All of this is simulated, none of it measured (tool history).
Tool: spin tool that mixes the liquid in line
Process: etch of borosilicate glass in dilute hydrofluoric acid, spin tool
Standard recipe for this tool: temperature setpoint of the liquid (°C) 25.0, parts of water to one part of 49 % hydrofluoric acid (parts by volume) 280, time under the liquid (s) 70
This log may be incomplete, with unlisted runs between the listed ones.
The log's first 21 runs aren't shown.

run,day,temperature setpoint of the liquid (°C),parts of water to one part of 49 % hydrofluoric acid (parts by volume),time under the liquid (s),"read-back film thickness of the borosilicate glass reference wafer, read on the same gauge (nm)",thickness taken off the borosilicate glass on a monitor wafer (angstrom)
22,12.108,23.0,380,70,120.00,44.8
23,12.538,25.0,190,35,120.00,57.9
24,12.808,25.0,325,35,120.00,29.6
25,13.175,20.5,280,100,120.00,86.8
26,13.833,25.0,280,70,120.01,71.2
27,14.404,25.0,280,70,120.01,70.6
28,14.908,25.0,280,50,119.98,50.7
29,15.546,25.0,280,70,120.01,70.6
30,15.912,30.0,280,70,120.02,83.7

4 ways to go on from here, each from the tool as it stands after run 30. What would each give?
A,15.929,25.0,280,70,?,?
B,15.929,27.0,335,90,?,?
C,15.929,23.0,385,70,?,?
D,15.929,25.0,205,70,?,?

run,"read-back film thickness of the borosilicate glass reference wafer, read on the same gauge (nm)",thickness taken off the borosilicate glass on a monitor wafer (angstrom)
A,120.02,70.5
B,120.02,76.7
C,120.02,43.3
D,120.02,104.3
Stripped of hidden state, with their random variation kept, the same runs would have yielded:
run,thickness taken off the borosilicate glass on a monitor wafer (angstrom)
A,73.8
B,80.3
C,45.4
D,109.1
